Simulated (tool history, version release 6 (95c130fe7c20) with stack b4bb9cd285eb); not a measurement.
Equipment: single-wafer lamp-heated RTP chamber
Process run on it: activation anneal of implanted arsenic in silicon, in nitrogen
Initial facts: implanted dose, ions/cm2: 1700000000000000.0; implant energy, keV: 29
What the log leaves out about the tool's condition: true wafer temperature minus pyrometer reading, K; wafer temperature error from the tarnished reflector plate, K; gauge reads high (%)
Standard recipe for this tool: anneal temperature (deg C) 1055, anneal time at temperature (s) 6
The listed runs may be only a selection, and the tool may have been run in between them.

| run | day | anneal temperature (deg C) | anneal time at temperature (s) | wafers since the last listed run | wafers since the last pyrometer calibration | wafers since the reflector plate was cleaned | hours since the gauge calibration | read-back reference wafer on the same gauge, sheet resistance | sheet resistance of the implanted and annealed layer (ohm/square) |
|---|---|---|---|---|---|---|---|---|---|
| 1 | 0 | 1055 | 6 | 0 | 1494 | 7591 | 580.2 | 100.05 | 108.48 |
|  | 0.042 | reflector plate cleaned |
| 2 | 1.417 | 1055 | 6 | 837 | 2332 | 837 | 614.2 | 100.02 | 108.05 |
| 3 | 3.946 | 1055 | 6 | 1542 | 3875 | 2380 | 674.9 | 99.97 | 107.5 |
|  | 4.892 | pyrometer window cleaned and pyrometer calibrated |
| 4 | 5.283 | 1055 | 6 | 612 | 238 | 2993 | 707 | 100.03 | 110.49 |
| 5 | 8.017 | 1055 | 6 | 1667 | 1905 | 4660 | 772.6 | 100.11 | 109.24 |
| 6 | 9.775 | 1055 | 6 | 1072 | 2978 | 5732 | 814.8 | 99.94 | 108.49 |
|  | 11.129 | reflector plate cleaned |
| 7 | 11.379 | 1055 | 6 | 775 | 3753 | 152 | 853.3 | 100.05 | 107.65 |
|  | 12.154 | pyrometer window cleaned and pyrometer calibrated |
| 8 | 12.775 | 1055 | 6 | 648 | 378 | 800 | 886.8 | 99.99 | 109.94 |
| 9 | 14.15 | 1055 | 6 | 838 | 1217 | 1639 | 919.8 | 100.11 | 108.43 |
| 10 | 15.783 | 1070 | 7 | 996 | 2213 | 2635 | 959 | 99.93 | 102.66 |
| 11 | 17.971 | 1035 | 3 | 1334 | 3547 | 3970 | 1011.5 | 99.99 | 119.42 |
|  | 20.242 | pyrometer window cleaned and pyrometer calibrated |
|  | 22.475 | gauge calibrated |
| 12 | 23.867 | 1033 | 3 | 3393 | 2210 | 7363 | 33.4 | 99.98 | 119.7 |
|  | 24.288 | reflector plate cleaned |
| 13 | 26.383 | 1033 | 4 | 1331 | 3542 | 1278 | 93.8 | 100.01 | 118.01 |
| 14 | 28.167 | 1065 | 6 | 1087 | 4629 | 2366 | 136.6 | 99.97 | 104.8 |
|  | 28.888 | pyrometer window cleaned and pyrometer calibrated |
| 15 | 30.817 | 1082 | 9 | 1413 | 1178 | 3779 | 200.2 | 99.98 | 97.62 |
| 16 | 33.121 | 1038 | 4 | 1405 | 2583 | 5184 | 255.5 | 100.03 | 116.12 |
| 17 | 35.033 | 1055 | 6 | 1166 | 3750 | 6351 | 301.4 | 100.01 | 107.6 |
|  | 35.479 | reflector plate cleaned |
|  | 37.471 | pyrometer window cleaned and pyrometer calibrated |
| 18 | 37.492 | 1067 | 6 | 1092 | 12 | 1023 | 360.4 | 100.01 | 107.47 |
| 19 | 38.538 | 1055 | 6 | 637 | 650 | 1661 | 385.5 | 99.96 | 108.75 |

5 ways to go on from here, each from the tool as it stands after run 19. What would each give?
| A | 38.554 | 1044 | 6 | 10 | 660 | 1671 | 385.9 | ? | ? |
| B | 38.554 | 1044 | 9 | 10 | 660 | 1671 | 385.9 | ? | ? |
| C | 38.554 | 1055 | 4 | 10 | 660 | 1671 | 385.9 | ? | ? |
| D | 38.554 | 1027 | 6 | 10 | 660 | 1671 | 385.9 | ? | ? |
| E | 38.554 | 1064 | 4 | 10 | 660 | 1671 | 385.9 | ? | ? |

| run | read-back reference wafer on the same gauge, sheet resistance | sheet resistance of the implanted and annealed layer (ohm/square) |
|---|---|---|
| A | 100.02 | 112.37 |
| B | 100.02 | 108.4 |
| C | 100.02 | 113.49 |
| D | 100.02 | 116.65 |
| E | 100.02 | 111.34 |
Without the tool's unlogged condition, the same runs would have read:
| run | sheet resistance of the implanted and annealed layer (ohm/square) |
|---|---|
| A | 113.84 |
| B | 109.98 |
| C | 114.88 |
| D | 118.18 |
| E | 112.74 |
